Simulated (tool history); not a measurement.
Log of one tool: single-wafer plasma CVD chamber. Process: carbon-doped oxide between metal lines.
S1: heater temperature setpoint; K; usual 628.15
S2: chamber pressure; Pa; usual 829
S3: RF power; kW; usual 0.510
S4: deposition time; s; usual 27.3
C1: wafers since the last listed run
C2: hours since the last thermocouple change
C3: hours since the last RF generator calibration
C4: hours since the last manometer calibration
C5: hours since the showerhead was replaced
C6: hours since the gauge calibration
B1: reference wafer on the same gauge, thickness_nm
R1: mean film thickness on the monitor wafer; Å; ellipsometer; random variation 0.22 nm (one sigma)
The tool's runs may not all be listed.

| run | hour | S1 | S2 | S3 | S4 | C1 | C2 | C3 | C4 | C5 | C6 | B1 | R1 |
|---|---|---|---|---|---|---|---|---|---|---|---|---|---|
| 1 | 0.0 | 628.15 | 829 | 0.510 | 27.3 | 0 | 2608.0 | 1819.3 | 1389.3 | 8103.4 | 55.7 | 136.975 | 1319.16 |
| 2 | 17.6 | 628.15 | 829 | 0.510 | 27.3 | 662 | 2625.6 | 1836.9 | 1406.9 | 8121.0 | 73.3 | 137.036 | 1318.18 |
| 3 | 27.0 | 628.15 | 829 | 0.510 | 27.3 | 353 | 2635.0 | 1846.3 | 1416.3 | 8130.4 | 82.7 | 136.965 | 1316.70 |
| 4 | 38.6 | 636.15 | 829 | 0.510 | 27.3 | 436 | 2646.6 | 1857.9 | 1427.9 | 8142.0 | 94.3 | 137.027 | 1290.35 |
| 5 | 48.4 | 628.15 | 829 | 0.590 | 31.5 | 368 | 2656.4 | 1867.7 | 1437.7 | 8151.8 | 104.1 | 136.995 | 1733.63 |
|  | 65.9 | showerhead replaced |
| 6 | 66.4 | 628.15 | 829 | 0.590 | 31.5 | 376 | 2674.4 | 1885.7 | 1455.7 | 0.5 | 122.1 | 136.993 | 1732.62 |
|  | 78.6 | capacitance manometer re-zeroed and calibrated |
|  | 83.5 | thermocouple changed; heater temperature recalibrated |
| 7 | 84.0 | 628.15 | 727 | 0.510 | 27.3 | 177 | 0.5 | 1903.3 | 5.4 | 18.1 | 139.7 | 136.976 | 1301.15 |
| 8 | 87.5 | 628.15 | 727 | 0.510 | 27.3 | 131 | 4.0 | 1906.8 | 8.9 | 21.6 | 143.2 | 137.032 | 1304.67 |
| 9 | 99.0 | 628.15 | 829 | 0.510 | 31.4 | 432 | 15.5 | 1918.3 | 20.4 | 33.1 | 154.7 | 137.038 | 1507.27 |
|  | 109.6 | RF generator calibrated |
| 10 | 111.8 | 618.15 | 829 | 0.460 | 27.3 | 180 | 28.3 | 2.2 | 33.2 | 45.9 | 167.5 | 136.971 | 1347.63 |
| 11 | 120.3 | 628.15 | 829 | 0.590 | 31.5 | 319 | 36.8 | 10.7 | 41.7 | 54.4 | 176.0 | 136.946 | 1890.07 |
|  | 126.6 | gauge calibrated |
| 12 | 128.3 | 628.15 | 829 | 0.510 | 31.1 | 301 | 44.8 | 18.7 | 49.7 | 62.4 | 1.7 | 137.011 | 1641.61 |
| 13 | 140.3 | 615.15 | 829 | 0.510 | 31.4 | 451 | 56.8 | 30.7 | 61.7 | 74.4 | 13.7 | 136.975 | 1727.34 |
| 14 | 149.2 | 628.15 | 829 | 0.600 | 27.3 | 334 | 65.7 | 39.6 | 70.6 | 83.3 | 22.6 | 136.983 | 1667.80 |
| 15 | 160.9 | 628.15 | 687 | 0.480 | 27.3 | 440 | 77.4 | 51.3 | 82.3 | 95.0 | 34.3 | 136.963 | 1347.22 |

Forecast each of these 5 alternatives for the next run:
| A | 161.3 | 628.15 | 829 | 0.510 | 27.3 | 15 | 77.8 | 51.7 | 82.7 | 95.4 | 34.7 | ? | ? |
| B | 161.3 | 628.15 | 945 | 0.510 | 24.1 | 15 | 77.8 | 51.7 | 82.7 | 95.4 | 34.7 | ? | ? |
| C | 161.3 | 636.15 | 907 | 0.510 | 27.3 | 15 | 77.8 | 51.7 | 82.7 | 95.4 | 34.7 | ? | ? |
| D | 161.3 | 628.15 | 1028 | 0.510 | 22.4 | 15 | 77.8 | 51.7 | 82.7 | 95.4 | 34.7 | ? | ? |
| E | 161.3 | 616.15 | 829 | 0.510 | 27.3 | 15 | 77.8 | 51.7 | 82.7 | 95.4 | 34.7 | ? | ? |

| run | B1 | R1 |
|---|---|---|
| A | 136.965 | 1444.63 |
| B | 136.965 | 1287.52 |
| C | 136.965 | 1419.19 |
| D | 136.965 | 1202.68 |
| E | 136.965 | 1502.75 |
Without the tool's hidden state the same runs would have given:
| run | R1 |
|---|---|
| A | 1450.30 |
| B | 1292.57 |
| C | 1424.77 |
| D | 1207.40 |
| E | 1508.65 |
